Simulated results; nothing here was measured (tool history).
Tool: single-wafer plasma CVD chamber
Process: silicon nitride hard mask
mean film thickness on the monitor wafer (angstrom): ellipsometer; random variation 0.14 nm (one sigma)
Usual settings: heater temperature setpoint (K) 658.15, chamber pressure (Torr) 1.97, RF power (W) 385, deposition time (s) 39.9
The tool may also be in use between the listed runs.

| run | hour | heater temperature setpoint (K) | chamber pressure (Torr) | RF power (W) | deposition time (s) | read-back reference wafer on the same gauge, thickness_nm | mean film thickness on the monitor wafer (angstrom) |
|---|---|---|---|---|---|---|---|
| 1 | 0.0 | 658.15 | 1.97 | 385 | 39.9 | 51.973 | 638.54 |
| 2 | 22.8 | 658.15 | 1.97 | 385 | 39.9 | 51.934 | 642.13 |
| 3 | 46.9 | 658.15 | 1.97 | 385 | 39.9 | 51.999 | 639.11 |
| 4 | 68.6 | 658.15 | 1.97 | 385 | 39.9 | 51.995 | 638.07 |
| 5 | 96.4 | 658.15 | 2.12 | 385 | 39.9 | 51.980 | 653.88 |
| 6 | 110.0 | 658.15 | 1.97 | 340 | 39.9 | 51.960 | 584.82 |
| 7 | 135.0 | 658.15 | 1.97 | 410 | 39.9 | 52.045 | 668.10 |
|  | 154.1 | RF generator calibrated |
| 8 | 154.6 | 651.15 | 2.45 | 340 | 39.9 | 52.008 | 625.33 |
| 9 | 168.5 | 658.15 | 1.97 | 385 | 39.9 | 52.021 | 639.70 |
|  | 197.6 | capacitance manometer re-zeroed and calibrated |
|  | 212.2 | gauge calibrated |
|  | 222.5 | showerhead replaced |
| 10 | 244.9 | 658.15 | 1.97 | 385 | 39.9 | 51.919 | 641.70 |
|  | 261.1 | thermocouple changed; heater temperature recalibrated |
| 11 | 261.6 | 664.15 | 1.59 | 325 | 34.3 | 52.032 | 452.18 |
| 12 | 288.2 | 658.15 | 2.22 | 345 | 39.9 | 52.034 | 611.03 |
| 13 | 315.9 | 667.15 | 1.97 | 325 | 33.3 | 52.004 | 471.38 |
| 14 | 333.0 | 644.15 | 1.97 | 385 | 39.9 | 52.009 | 642.90 |

Forecast each of these 4 alternatives for the next run:
| A | 333.4 | 658.15 | 1.97 | 385 | 32.1 | ? | ? |
| B | 333.4 | 658.15 | 1.97 | 315 | 36.8 | ? | ? |
| C | 333.4 | 658.15 | 1.97 | 405 | 33.2 | ? | ? |
| D | 333.4 | 645.15 | 1.69 | 335 | 46.6 | ? | ? |

| run | read-back reference wafer on the same gauge, thickness_nm | mean film thickness on the monitor wafer (angstrom) |
|---|---|---|
| A | 52.078 | 515.50 |
| B | 52.078 | 510.27 |
| C | 52.078 | 551.43 |
| D | 52.078 | 647.85 |
Without the tool's hidden state the same runs would have given:
| run | mean film thickness on the monitor wafer (angstrom) |
|---|---|
| A | 515.50 |
| B | 510.27 |
| C | 551.43 |
| D | 647.85 |
